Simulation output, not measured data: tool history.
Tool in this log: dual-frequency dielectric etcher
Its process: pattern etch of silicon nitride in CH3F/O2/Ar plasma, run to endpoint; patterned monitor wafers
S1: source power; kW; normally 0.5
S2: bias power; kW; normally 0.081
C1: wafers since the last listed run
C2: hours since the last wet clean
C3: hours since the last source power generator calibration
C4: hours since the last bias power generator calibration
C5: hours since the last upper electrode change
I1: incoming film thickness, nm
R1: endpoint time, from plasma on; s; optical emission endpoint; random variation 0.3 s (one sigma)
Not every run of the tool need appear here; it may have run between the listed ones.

run,hour,S1,S2,C1,C2,C3,C4,C5,I1,R1
1,0,0.46,0.09,0,440.6,2429.9,4098,4757.1,39.34,55.6
2,13.5,0.46,0.09,98,454.1,2443.4,4111.5,4770.6,38.54,54.7
3,23.8,0.5,0.081,75,464.4,2453.7,4121.8,4780.9,39.09,54.6
4,40.1,0.58,0.081,118,480.7,2470,4138.1,4797.2,39.02,50.9
5,57.6,0.58,0.081,127,498.2,2487.5,4155.6,4814.7,39.11,51.8
6,68.1,0.58,0.081,76,508.7,2498,4166.1,4825.2,38.78,50.9
7,80.8,0.5,0.081,92,521.4,2510.7,4178.8,4837.9,39,54.3
8,94.3,0.5,0.081,98,534.9,2524.2,4192.3,4851.4,38.64,53.9
9,111.1,0.5,0.081,122,551.7,2541,4209.1,4868.2,38.84,54.7
10,127.8,0.5,0.081,121,568.4,2557.7,4225.8,4884.9,39.03,55.2
# hour 157.6: wet clean of the chamber
11,158.1,0.5,0.081,45,0.5,2588,4256.1,4915.2,39.06,49.8
# hour 176.3: bias power generator calibrated
12,185.6,0.5,0.081,171,28,2615.5,9.3,4942.7,38.82,49.8
13,195,0.5,0.081,68,37.4,2624.9,18.7,4952.1,39.25,49.9
14,210.5,0.5,0.081,113,52.9,2640.4,34.2,4967.6,38.87,49.9
15,218.2,0.5,0.094,56,60.6,2648.1,41.9,4975.3,38.84,47.9
# hour 242.7: wet clean of the chamber, repeated, since the last time left the tool worse
16,243.2,0.61,0.081,7,0.5,2673.1,66.9,5000.3,39.21,48.9
17,243.6,0.5,0.081,2,0.9,2673.5,67.3,5000.7,38.78,52.5
18,250.7,0.41,0.089,51,8,2680.6,74.4,5007.8,39.03,56.7
# hour 277.6: upper electrode replaced
19,278.1,0.41,0.073,24,35.4,2708,101.8,0.5,38.79,58.6
20,278.4,0.5,0.067,2,35.7,2708.3,102.1,0.8,38.9,55.3
21,278.8,0.53,0.096,2,36.1,2708.7,102.5,1.2,39.04,49.7
22,289.3,0.5,0.081,76,46.6,2719.2,113,11.7,38.58,52.5
# hour 299.3: source power generator calibrated
23,300.9,0.56,0.068,55,58.2,1.6,124.6,23.3,38.61,52.4
24,318.2,0.58,0.081,126,75.5,18.9,141.9,40.6,38.97,50.5
25,329,0.4,0.062,78,86.3,29.7,152.7,51.4,39.41,62.3
26,360.6,0.41,0.073,230,117.9,61.3,184.3,83,39.14,59.7
27,370,0.5,0.081,68,127.3,70.7,193.7,92.4,38.68,52.2
28,376.6,0.43,0.081,48,133.9,77.3,200.3,99,38.89,56.9
29,392,0.38,0.087,112,149.3,92.7,215.7,114.4,39.15,58.7
30,399.6,0.5,0.081,55,156.9,100.3,223.3,122,39.09,54.1
31,407.8,0.62,0.098,59,165.1,108.5,231.5,130.2,39.12,47.1
32,415.9,0.5,0.081,59,173.2,116.6,239.6,138.3,38.86,54.1
33,422,0.5,0.081,44,179.3,122.7,245.7,144.4,38.96,53.5
34,430.5,0.6,0.089,62,187.8,131.2,254.2,152.9,38.44,47.8

Alternative continuations, all from the tool just after run 34; predict every row:
A,430.9,0.5,0.081,2,188.2,131.6,254.6,153.3,39.5,?
B,430.9,0.42,0.064,2,188.2,131.6,254.6,153.3,39.5,?
C,430.9,0.45,0.081,2,188.2,131.6,254.6,153.3,39.5,?
D,430.9,0.61,0.065,2,188.2,131.6,254.6,153.3,39.5,?
E,430.9,0.5,0.066,2,188.2,131.6,254.6,153.3,39.5,?

run,R1
A,54.6
B,61.6
C,56.9
D,52.7
E,57
Stripped of hidden state, with their random variation kept, the same runs would have yielded:
run,R1
A,53.8
B,60.7
C,56.1
D,51.9
E,56.2
